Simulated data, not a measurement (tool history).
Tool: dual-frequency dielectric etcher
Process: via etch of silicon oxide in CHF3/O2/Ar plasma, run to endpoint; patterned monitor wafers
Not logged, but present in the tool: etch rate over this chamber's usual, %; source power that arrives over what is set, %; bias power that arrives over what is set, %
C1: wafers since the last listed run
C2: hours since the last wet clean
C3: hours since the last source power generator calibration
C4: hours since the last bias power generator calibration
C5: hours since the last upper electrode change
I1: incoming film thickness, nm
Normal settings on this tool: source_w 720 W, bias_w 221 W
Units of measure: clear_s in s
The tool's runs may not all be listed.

Run 1, hour 0: usual settings; C1 0; C2 95.7; C3 3524.3; C4 1337; C5 2547; I1 665.6. Result: clear_s 283.1 s.
Run 2, hour 59.4: usual settings; C1 255; C2 155.1; C3 3583.7; C4 1396.4; C5 2606.4; I1 660.1. Result: clear_s 279.3 s.
Run 3, hour 130.8: usual settings but bias_w 238 W; C1 306; C2 226.5; C3 3655.1; C4 1467.8; C5 2677.8; I1 663.4. Result: clear_s 272 s.
Run 4, hour 189.1: usual settings but source_w 790 W; C1 250; C2 284.8; C3 3713.4; C4 1526.1; C5 2736.1; I1 666. Result: clear_s 272.8 s.
Run 5, hour 215.6: usual settings but source_w 790 W; C1 113; C2 311.3; C3 3739.9; C4 1552.6; C5 2762.6; I1 663. Result: clear_s 270.4 s.
Run 6, hour 248.9: usual settings but source_w 790 W; C1 142; C2 344.6; C3 3773.2; C4 1585.9; C5 2795.9; I1 661.9. Result: clear_s 268.8 s.
At hour 299: wet clean of the chamber.
Run 7, hour 302.7: usual settings but bias_w 189 W; C1 127; C2 3.7; C3 3827; C4 1639.7; C5 2849.7; I1 667.6. Result: clear_s 309.4 s.
Run 8, hour 345.5: usual settings but bias_w 189 W; C1 183; C2 46.5; C3 3869.8; C4 1682.5; C5 2892.5; I1 663.8. Result: clear_s 305.8 s.
Run 9, hour 410: usual settings but bias_w 189 W; C1 276; C2 111; C3 3934.3; C4 1747; C5 2957; I1 656.7. Result: clear_s 299.4 s.
Run 10, hour 480.3: usual settings; C1 301; C2 181.3; C3 4004.6; C4 1817.3; C5 3027.3; I1 667.9. Result: clear_s 283.6 s.
Run 11, hour 524: usual settings; C1 187; C2 225; C3 4048.3; C4 1861; C5 3071; I1 666. Result: clear_s 280.6 s.
Run 12, hour 556.2: usual settings but bias_w 185 W; C1 138; C2 257.2; C3 4080.5; C4 1893.2; C5 3103.2; I1 655.9. Result: clear_s 299.9 s.
Run 13, hour 599.9: usual settings but bias_w 179 W; C1 187; C2 300.9; C3 4124.2; C4 1936.9; C5 3146.9; I1 660.4. Result: clear_s 306 s.
At hour 640.1: upper electrode replaced.
At hour 647.7: source power generator calibrated.
Run 14, hour 650.8: usual settings but bias_w 179 W; C1 98; C2 351.8; C3 3.1; C4 1987.8; C5 10.7; I1 661.5. Result: clear_s 305.4 s.
Run 15, hour 700.9: usual settings but bias_w 179 W; C1 215; C2 401.9; C3 53.2; C4 2037.9; C5 60.8; I1 659.8. Result: clear_s 303.9 s.
Run 16, hour 757: usual settings but bias_w 178 W; C1 240; C2 458; C3 109.3; C4 2094; C5 116.9; I1 659. Result: clear_s 303 s.
At hour 812.5: wet clean of the chamber.
Run 17, hour 825.7: usual settings but source_w 660 W; C1 191; C2 13.2; C3 178; C4 2162.7; C5 185.6; I1 664. Result: clear_s 289.5 s.
Run 18, hour 888.7: usual settings but bias_w 189 W; C1 270; C2 76.2; C3 241; C4 2225.7; C5 248.6; I1 666.6. Result: clear_s 302.5 s.
Run 19, hour 958.6: usual settings but source_w 860 W, bias_w 193 W; C1 300; C2 146.1; C3 310.9; C4 2295.6; C5 318.5; I1 667.6. Result: clear_s 284.9 s.
Run 20, hour 993.8: usual settings; C1 151; C2 181.3; C3 346.1; C4 2330.8; C5 353.7; I1 667.4. Result: clear_s 279.4 s.
At hour 1013.3: bias power generator calibrated.
Run 21, hour 1027.1: usual settings but source_w 820 W, bias_w 167 W; C1 125; C2 214.6; C3 379.4; C4 13.8; C5 387; I1 660.5. Result: clear_s 309.7 s.
Run 22, hour 1053.7: usual settings but source_w 880 W, bias_w 275 W; C1 114; C2 241.2; C3 406; C4 40.4; C5 413.6; I1 667.7. Result: clear_s 243.5 s.
Run 23, hour 1090.8: usual settings but source_w 770 W; C1 159; C2 278.3; C3 443.1; C4 77.5; C5 450.7; I1 666.1. Result: clear_s 277.5 s.
Run 24, hour 1134.7: usual settings but source_w 640 W; C1 188; C2 322.2; C3 487; C4 121.4; C5 494.6; I1 663.6. Result: clear_s 289.4 s.
Run 25, hour 1182.6: usual settings but source_w 600 W, bias_w 254 W; C1 205; C2 370.1; C3 534.9; C4 169.3; C5 542.5; I1 666.1. Result: clear_s 273.7 s.
At hour 1227.3: wet clean of the chamber.
Run 26, hour 1227.8: usual settings but source_w 630 W, bias_w 201 W; C1 91; C2 0.5; C3 580.1; C4 214.5; C5 587.7; I1 667.5. Result: clear_s 314.9 s.
Run 27, hour 1413.4: usual settings; C1 796; C2 186.1; C3 765.7; C4 400.1; C5 773.3; I1 660.6. Result: clear_s 280.6 s.
Run 28, hour 1608.8: usual settings but source_w 810 W, bias_w 182 W; C1 838; C2 381.5; C3 961.1; C4 595.5; C5 968.7; I1 664.1. Result: clear_s 293.6 s.
At hour 1675.8: wet clean of the chamber.
Run 29, hour 1676.3: usual settings; C1 186; C2 0.5; C3 1028.6; C4 663; C5 1036.2; I1 666.4. Result: clear_s 285.9 s.

Run 30 has not been measured yet. What should we expect?
Run 30, hour 1708.9: usual settings but source_w 810 W, bias_w 194 W; C1 139; C2 33.1; C3 1061.2; C4 695.6; C5 1068.8; I1 668.5. Result: clear_s ?.

{"run 30": {"clear_s": 294.3}}
The same run, on a tool lacking any hidden state, would have yielded clear_s 297.7 s.
